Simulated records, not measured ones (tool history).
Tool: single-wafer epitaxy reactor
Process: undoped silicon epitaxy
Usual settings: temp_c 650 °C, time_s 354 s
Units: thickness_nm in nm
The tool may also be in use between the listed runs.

| run | day | temp_c | time_s | read-back reference wafer on the same gauge, thickness_nm | thickness_nm |
|---|---|---|---|---|---|
| 1 | 0 | 650 | 354 | 54.429 | 56.927 |
| 2 | 2.804 | 650 | 354 | 54.399 | 56.466 |
| 3 | 5.742 | 650 | 354 | 54.424 | 56.033 |
| 4 | 9.642 | 650 | 354 | 54.397 | 56.078 |
| 5 | 13.2 | 650 | 354 | 54.424 | 56.165 |
| 6 | 15.746 | 650 | 354 | 54.331 | 56.422 |
|  | 17.938 | gauge calibrated |
| 7 | 18.85 | 650 | 354 | 54.246 | 56.664 |
|  | 19.192 | pyrometer calibrated |
| 8 | 21.292 | 650 | 335 | 54.404 | 56.192 |
| 9 | 23.638 | 650 | 335 | 54.471 | 56.12 |
| 10 | 26.496 | 662 | 395 | 54.292 | 82.255 |
| 11 | 29.379 | 646 | 354 | 54.411 | 54.05 |
| 12 | 33.533 | 663 | 354 | 54.409 | 73.613 |
| 13 | 36.008 | 659 | 392 | 54.347 | 75.66 |
| 14 | 38.242 | 650 | 354 | 54.461 | 57.654 |
| 15 | 40.117 | 661 | 324 | 54.353 | 63.981 |
| 16 | 43.275 | 650 | 354 | 54.425 | 57.055 |
| 17 | 46.392 | 650 | 354 | 54.321 | 56.565 |
| 18 | 49.275 | 650 | 354 | 54.41 | 57.144 |
| 19 | 53.625 | 660 | 300 | 54.317 | 57.893 |

Some steps in thickness_nm between neighbouring runs. How much of each would the tool show without its hidden state too (settings, what came in, random variation), and how much is left for the hidden state, with any gauge scatter that isn't in both results?
The hidden state here: wafer temperature above the value expected at the setpoint (K); gauge reads high (%).
Run 7 -> 8: time_s 354 -> 335, pyrometer calibrated. thickness_nm -0.472 nm: hidden state +3.214, all else -3.686.
Run 10 -> 11: temp_c 662 -> 646, time_s 395 -> 354. thickness_nm -28.205 nm: hidden state +0.532, all else -28.737.
